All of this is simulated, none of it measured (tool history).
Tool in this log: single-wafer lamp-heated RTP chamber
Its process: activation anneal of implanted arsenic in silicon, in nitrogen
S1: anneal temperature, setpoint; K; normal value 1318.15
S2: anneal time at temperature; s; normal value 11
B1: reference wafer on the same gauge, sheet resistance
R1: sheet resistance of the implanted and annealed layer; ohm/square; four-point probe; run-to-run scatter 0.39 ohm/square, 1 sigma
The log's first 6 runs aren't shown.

run 7 hour=347.8 | S1=1318.15 S2=11 | B1=229.02 | R1=260.4
run 8 hour=443 | S1=1342.15 S2=7 | B1=228.97 | R1=259.71
run 9 hour=547.7 | S1=1318.15 S2=11 | B1=228.99 | R1=260.22
run 10 hour=655.1 | S1=1318.15 S2=11 | B1=229.11 | R1=259.58
run 11 hour=718 | S1=1318.15 S2=11 | B1=229.01 | R1=260.48
-- hour=744 reflector plate cleaned
run 12 hour=796.6 | S1=1318.15 S2=11 | B1=228.97 | R1=260.29
-- hour=809.6 pyrometer window cleaned and pyrometer calibrated
run 13 hour=867.3 | S1=1318.15 S2=11 | B1=229.08 | R1=260.27
run 14 hour=1101 | S1=1318.15 S2=11 | B1=228.94 | R1=259.87
run 15 hour=1200 | S1=1318.15 S2=11 | B1=228.99 | R1=260.34
-- hour=1203.7 gauge calibrated
run 16 hour=1247.1 | S1=1327.15 S2=16 | B1=228.94 | R1=257.42
run 17 hour=1291 | S1=1318.15 S2=11 | B1=228.91 | R1=260.21
-- hour=1324.2 pyrometer window cleaned and pyrometer calibrated
run 18 hour=1350.4 | S1=1318.15 S2=11 | B1=228.99 | R1=260.72
run 19 hour=1441.6 | S1=1335.15 S2=14 | B1=228.99 | R1=257.37
run 20 hour=1495.4 | S1=1303.15 S2=8 | B1=228.99 | R1=262.8
-- hour=1512.2 reflector plate cleaned
run 21 hour=1567.6 | S1=1318.15 S2=8 | B1=229.03 | R1=261.29
run 22 hour=1633.8 | S1=1318.15 S2=14 | B1=229.05 | R1=259.76
run 23 hour=1671.5 | S1=1342.15 S2=11 | B1=229.03 | R1=258.51
-- hour=1859.5 pyrometer window cleaned and pyrometer calibrated
run 24 hour=1931.8 | S1=1318.15 S2=11 | B1=228.98 | R1=260.11
run 25 hour=2008.4 | S1=1299.15 S2=6 | B1=229.03 | R1=264.07
run 26 hour=2115.9 | S1=1333.15 S2=17 | B1=229 | R1=256.28
run 27 hour=2204.3 | S1=1290.15 S2=6 | B1=229 | R1=263.81
-- hour=2215.1 reflector plate cleaned
run 28 hour=2291.4 | S1=1318.15 S2=9 | B1=229.03 | R1=261.29
run 29 hour=2346.4 | S1=1301.15 S2=7 | B1=228.99 | R1=263.21
run 30 hour=2441.3 | S1=1327.15 S2=11 | B1=228.95 | R1=259.55
-- hour=2455.6 pyrometer window cleaned and pyrometer calibrated
run 31 hour=2478.7 | S1=1318.15 S2=11 | B1=229.03 | R1=259.94

Below are 5 alternative next runs, each starting from the tool's condition after run 31. Predict each:
run A hour=2479.1 | S1=1318.15 S2=11 | B1=? | R1=?
run B hour=2479.1 | S1=1308.15 S2=9 | B1=? | R1=?
run C hour=2479.1 | S1=1327.15 S2=5 | B1=? | R1=?
run D hour=2479.1 | S1=1310.15 S2=6 | B1=? | R1=?
run E hour=2479.1 | S1=1307.15 S2=15 | B1=? | R1=?

run=A B1=229.08 R1=260.13
run=B B1=229.08 R1=261.78
run=C B1=229.08 R1=262.45
run=D B1=229.08 R1=263.09
run=E B1=229.08 R1=259.87
The same runs, with their run-to-run variation unchanged, on a tool lacking any hidden condition would have given:
run=A R1=260.13
run=B R1=261.78
run=C R1=262.45
run=D R1=263.09
run=E R1=259.87
